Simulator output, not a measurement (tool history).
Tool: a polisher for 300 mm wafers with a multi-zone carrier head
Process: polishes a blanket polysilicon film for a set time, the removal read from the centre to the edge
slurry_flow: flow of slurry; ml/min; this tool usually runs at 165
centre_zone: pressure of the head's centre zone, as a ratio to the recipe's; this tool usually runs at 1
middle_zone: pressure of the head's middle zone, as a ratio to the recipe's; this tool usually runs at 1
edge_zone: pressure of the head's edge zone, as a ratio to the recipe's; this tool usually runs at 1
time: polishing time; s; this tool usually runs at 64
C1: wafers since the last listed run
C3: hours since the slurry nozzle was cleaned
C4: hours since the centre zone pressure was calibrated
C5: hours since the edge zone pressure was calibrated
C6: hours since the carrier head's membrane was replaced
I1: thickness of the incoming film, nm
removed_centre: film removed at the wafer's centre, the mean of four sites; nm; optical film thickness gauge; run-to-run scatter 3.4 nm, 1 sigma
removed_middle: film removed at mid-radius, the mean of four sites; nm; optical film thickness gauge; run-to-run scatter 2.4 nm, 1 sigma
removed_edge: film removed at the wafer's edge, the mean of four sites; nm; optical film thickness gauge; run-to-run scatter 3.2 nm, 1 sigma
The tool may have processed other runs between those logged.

Run 1, day 0: usual settings but slurry_flow 150 ml/min; C1 0; wafers polished on this pad 1037; C3 557.2; C4 7.5; C5 144.6; C6 201.4; I1 1362. Result: removed_centre 265.3 nm, removed_middle 266.7 nm, removed_edge 262.9 nm.
Run 2, day 2.925: usual settings; C1 434; wafers polished on this pad 1472; C3 627.4; C4 77.7; C5 214.8; C6 271.6; I1 1336.7. Result: removed_centre 262.4 nm, removed_middle 260.9 nm, removed_edge 266.9 nm.
Run 3, day 5.412: usual settings but time 50 s; C1 369; wafers polished on this pad 1842; C3 687.1; C4 137.4; C5 274.5; C6 331.3; I1 1361.2. Result: removed_centre 205.2 nm, removed_middle 200.2 nm, removed_edge 208.4 nm.
At day 7.767: slurry nozzle cleaned.
Run 4, day 9.612: usual settings but time 50 s; C1 618; wafers polished on this pad 2460; C3 44.3; C4 238.2; C5 375.3; C6 432.1; I1 1345.1. Result: removed_centre 212.9 nm, removed_middle 203.7 nm, removed_edge 206.8 nm.
Run 5, day 12.246: usual settings but middle_zone 0.92, time 70 s; C1 391; wafers polished on this pad 2852; C3 107.5; C4 301.4; C5 438.5; C6 495.3; I1 1362.8. Result: removed_centre 296.5 nm, removed_middle 268.2 nm, removed_edge 286.7 nm.
At day 13.317: worn pad replaced by a new one.
Run 6, day 14.267: usual settings but slurry_flow 130 ml/min, centre_zone 0.9; C1 275; wafers polished on this pad 141; C3 156; C4 349.9; C5 487; C6 543.8; I1 1355.3. Result: removed_centre 243.2 nm, removed_middle 267.6 nm, removed_edge 270.3 nm.
Run 7, day 17.938: usual settings; C1 545; wafers polished on this pad 687; C3 244.1; C4 438; C5 575.1; C6 631.9; I1 1353.6. Result: removed_centre 273.9 nm, removed_middle 270.1 nm, removed_edge 272.7 nm.
Run 8, day 20.95: usual settings but middle_zone 0.93; C1 447; wafers polished on this pad 1134; C3 316.4; C4 510.3; C5 647.4; C6 704.2; I1 1361.7. Result: removed_centre 264 nm, removed_middle 251.5 nm, removed_edge 264.8 nm.
At day 21.042: edge zone pressure recalibrated.
Run 9, day 23.021: usual settings but slurry_flow 190 ml/min, middle_zone 0.92; C1 295; wafers polished on this pad 1430; C3 366.1; C4 560; C5 47.5; C6 753.9; I1 1379. Result: removed_centre 270.3 nm, removed_middle 247.7 nm, removed_edge 273.9 nm.
Run 10, day 25.421: usual settings; C1 356; wafers polished on this pad 1787; C3 423.7; C4 617.6; C5 105.1; C6 811.5; I1 1360.3. Result: removed_centre 261.3 nm, removed_middle 260.7 nm, removed_edge 261 nm.
At day 28.333: centre zone pressure recalibrated.
Run 11, day 29.55: usual settings but time 42 s; C1 601; wafers polished on this pad 2388; C3 522.8; C4 29.2; C5 204.2; C6 910.6; I1 1356.7. Result: removed_centre 171 nm, removed_middle 169.1 nm, removed_edge 169.9 nm.
At day 33.817: worn pad replaced by a new one.
Run 12, day 34.004: usual settings; C1 637; wafers polished on this pad 28; C3 629.7; C4 136.1; C5 311.1; C6 1017.5; I1 1359.5. Result: removed_centre 273.5 nm, removed_middle 268.8 nm, removed_edge 273.4 nm.
Run 13, day 35.521: usual settings but slurry_flow 110 ml/min, time 74 s; C1 225; wafers polished on this pad 253; C3 666.1; C4 172.5; C5 347.5; C6 1053.9; I1 1339.5. Result: removed_centre 297.6 nm, removed_middle 296.3 nm, removed_edge 298 nm.
At day 36.229: carrier head's membrane replaced by a new one.
Run 14, day 38.721: usual settings but slurry_flow 110 ml/min, middle_zone 1.06, edge_zone 0.95, time 46 s; C1 444; wafers polished on this pad 698; C3 742.9; C4 249.3; C5 424.3; C6 59.8; I1 1347.7. Result: removed_centre 184.6 nm, removed_middle 186.8 nm, removed_edge 180.7 nm.
Run 15, day 41.804: usual settings but slurry_flow 125 ml/min, centre_zone 0.88, middle_zone 0.9, time 52 s; C1 458; wafers polished on this pad 1156; C3 816.9; C4 323.3; C5 498.3; C6 133.8; I1 1364.8. Result: removed_centre 180.3 nm, removed_middle 186.7 nm, removed_edge 210.6 nm.
Run 16, day 43.829: usual settings but middle_zone 0.93; C1 301; wafers polished on this pad 1457; C3 865.5; C4 371.9; C5 546.9; C6 182.4; I1 1367.8. Result: removed_centre 257.3 nm, removed_middle 241.3 nm, removed_edge 257.8 nm.
Run 17, day 46.262: usual settings but slurry_flow 195 ml/min, time 49 s; C1 361; wafers polished on this pad 1819; C3 923.9; C4 430.3; C5 605.3; C6 240.8; I1 1364.3. Result: removed_centre 197.5 nm, removed_middle 195.6 nm, removed_edge 200 nm.
At day 46.688: slurry nozzle cleaned.
At day 47.371: edge zone pressure recalibrated.
Run 18, day 49.204: usual settings; C1 418; wafers polished on this pad 2238; C3 60.4; C4 500.9; C5 44; C6 311.4; I1 1359.8. Result: removed_centre 274.2 nm, removed_middle 263.9 nm, removed_edge 259.9 nm.
At day 51.196: centre zone pressure recalibrated.
Run 19, day 52.392: usual settings but slurry_flow 215 ml/min; C1 461; wafers polished on this pad 2699; C3 136.9; C4 28.7; C5 120.5; C6 387.9; I1 1348.8. Result: removed_centre 277.7 nm, removed_middle 270.3 nm, removed_edge 272.7 nm.
Run 20, day 54.788: usual settings but middle_zone 1.03, time 85 s; C1 356; wafers polished on this pad 3055; C3 194.4; C4 86.2; C5 178; C6 445.4; I1 1387.9. Result: removed_centre 355.1 nm, removed_middle 355.7 nm, removed_edge 350 nm.
Run 21, day 58.15: usual settings; C1 499; wafers polished on this pad 3555; C3 275.1; C4 166.9; C5 258.7; C6 526.1; I1 1362.9. Result: removed_centre 259.3 nm, removed_middle 257.5 nm, removed_edge 261.8 nm.
At day 59.388: worn pad replaced by a new one.
Run 22, day 60.371: usual settings but edge_zone 0.91, time 49 s; C1 305; wafers polished on this pad 146; C3 328.4; C4 220.2; C5 312; C6 579.4; I1 1389.1. Result: removed_centre 217.5 nm, removed_middle 211.2 nm, removed_edge 202.1 nm.

Here are 4 independent what-if runs from the current tool condition. What would each one return?
Run A, day 60.388: usual settings; C1 2; wafers polished on this pad 148; C3 328.8; C4 220.6; C5 312.4; C6 579.8; I1 1356.9. Result: removed_centre ?, removed_middle ?, removed_edge ?.
Run B, day 60.388: usual settings but centre_zone 0.89; C1 2; wafers polished on this pad 148; C3 328.8; C4 220.6; C5 312.4; C6 579.8; I1 1356.9. Result: removed_centre ?, removed_middle ?, removed_edge ?.
Run C, day 60.388: usual settings but edge_zone 0.93, time 48 s; C1 2; wafers polished on this pad 148; C3 328.8; C4 220.6; C5 312.4; C6 579.8; I1 1356.9. Result: removed_centre ?, removed_middle ?, removed_edge ?.
Run D, day 60.388: usual settings but slurry_flow 195 ml/min, centre_zone 1.1; C1 2; wafers polished on this pad 148; C3 328.8; C4 220.6; C5 312.4; C6 579.8; I1 1356.9. Result: removed_centre ?, removed_middle ?, removed_edge ?.

run  removed_centre  removed_middle  removed_edge
  A           276.1           276.9         277.8
  B           245.5             277         277.8
  C           207.1           207.7         201.3
  D           310.4             282         281.7
What these runs would have given with no unlogged condition in the tool:
run  removed_centre  removed_middle  removed_edge
  A           279.6           280.1         280.6
  B           248.6           280.3         280.6
  C           209.7           210.1         203.3
  D           314.1           285.1         284.4
